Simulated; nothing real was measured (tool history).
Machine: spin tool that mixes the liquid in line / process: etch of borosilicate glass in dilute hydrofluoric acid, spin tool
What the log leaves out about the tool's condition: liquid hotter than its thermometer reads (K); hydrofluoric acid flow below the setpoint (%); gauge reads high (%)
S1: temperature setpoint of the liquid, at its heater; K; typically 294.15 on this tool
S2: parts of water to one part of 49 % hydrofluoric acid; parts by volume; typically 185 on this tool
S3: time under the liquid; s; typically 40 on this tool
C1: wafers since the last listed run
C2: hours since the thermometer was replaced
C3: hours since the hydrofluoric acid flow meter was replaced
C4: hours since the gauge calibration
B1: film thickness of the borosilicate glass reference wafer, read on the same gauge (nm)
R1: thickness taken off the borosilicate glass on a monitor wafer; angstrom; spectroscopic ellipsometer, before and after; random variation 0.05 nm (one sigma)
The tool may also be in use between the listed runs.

| run | hour | S1 | S2 | S3 | C1 | C2 | C3 | C4 | B1 | R1 |
|---|---|---|---|---|---|---|---|---|---|---|
| 1 | 0.0 | 294.15 | 120 | 40 | 0 | 774.1 | 592.5 | 131.2 | 110.03 | 175.5 |
| 2 | 32.5 | 294.15 | 120 | 40 | 344 | 806.6 | 625.0 | 163.7 | 109.98 | 176.5 |
| 3 | 61.5 | 294.15 | 185 | 25 | 307 | 835.6 | 654.0 | 192.7 | 110.00 | 66.5 |
| 4 | 91.5 | 294.15 | 185 | 25 | 317 | 865.6 | 684.0 | 222.7 | 110.00 | 67.0 |
| 5 | 121.6 | 294.15 | 185 | 25 | 319 | 895.7 | 714.1 | 252.8 | 110.00 | 66.9 |
| 6 | 144.4 | 294.15 | 185 | 40 | 241 | 918.5 | 736.9 | 275.6 | 110.01 | 107.0 |
| 7 | 171.1 | 294.15 | 185 | 40 | 282 | 945.2 | 763.6 | 302.3 | 109.99 | 106.9 |
|  | 183.9 | gauge calibrated |
| 8 | 186.4 | 294.15 | 220 | 20 | 162 | 960.5 | 778.9 | 2.5 | 109.97 | 43.7 |
| 9 | 215.6 | 294.15 | 245 | 40 | 309 | 989.7 | 808.1 | 31.7 | 110.04 | 77.1 |
|  | 230.3 | hydrofluoric acid flow meter replaced |
| 10 | 242.3 | 294.15 | 185 | 40 | 272 | 1016.4 | 12.0 | 58.4 | 109.97 | 108.4 |
| 11 | 255.4 | 294.15 | 185 | 40 | 138 | 1029.5 | 25.1 | 71.5 | 109.98 | 108.2 |
| 12 | 268.3 | 290.65 | 185 | 40 | 136 | 1042.4 | 38.0 | 84.4 | 110.02 | 95.7 |
|  | 295.4 | thermometer replaced |
| 13 | 311.4 | 298.65 | 120 | 60 | 446 | 16.0 | 81.1 | 127.5 | 110.04 | 291.7 |
| 14 | 328.2 | 298.15 | 145 | 20 | 178 | 32.8 | 97.9 | 144.3 | 110.00 | 76.5 |
| 15 | 358.0 | 294.15 | 240 | 40 | 315 | 62.6 | 127.7 | 174.1 | 110.00 | 72.7 |
| 16 | 388.5 | 294.15 | 185 | 40 | 323 | 93.1 | 158.2 | 204.6 | 110.01 | 100.3 |

Alternative continuations, all from the tool just after run 16; predict every row:
| A | 388.9 | 294.15 | 185 | 40 | 4 | 93.5 | 158.6 | 205.0 | ? | ? |
| B | 388.9 | 294.15 | 150 | 40 | 4 | 93.5 | 158.6 | 205.0 | ? | ? |
| C | 388.9 | 290.65 | 185 | 55 | 4 | 93.5 | 158.6 | 205.0 | ? | ? |

| run | B1 | R1 |
|---|---|---|
| A | 110.05 | 100.3 |
| B | 110.05 | 128.3 |
| C | 110.05 | 120.2 |
Without the tool's unlogged condition, the same runs would have read:
| run | R1 |
|---|---|
| A | 99.3 |
| B | 127.0 |
| C | 119.0 |

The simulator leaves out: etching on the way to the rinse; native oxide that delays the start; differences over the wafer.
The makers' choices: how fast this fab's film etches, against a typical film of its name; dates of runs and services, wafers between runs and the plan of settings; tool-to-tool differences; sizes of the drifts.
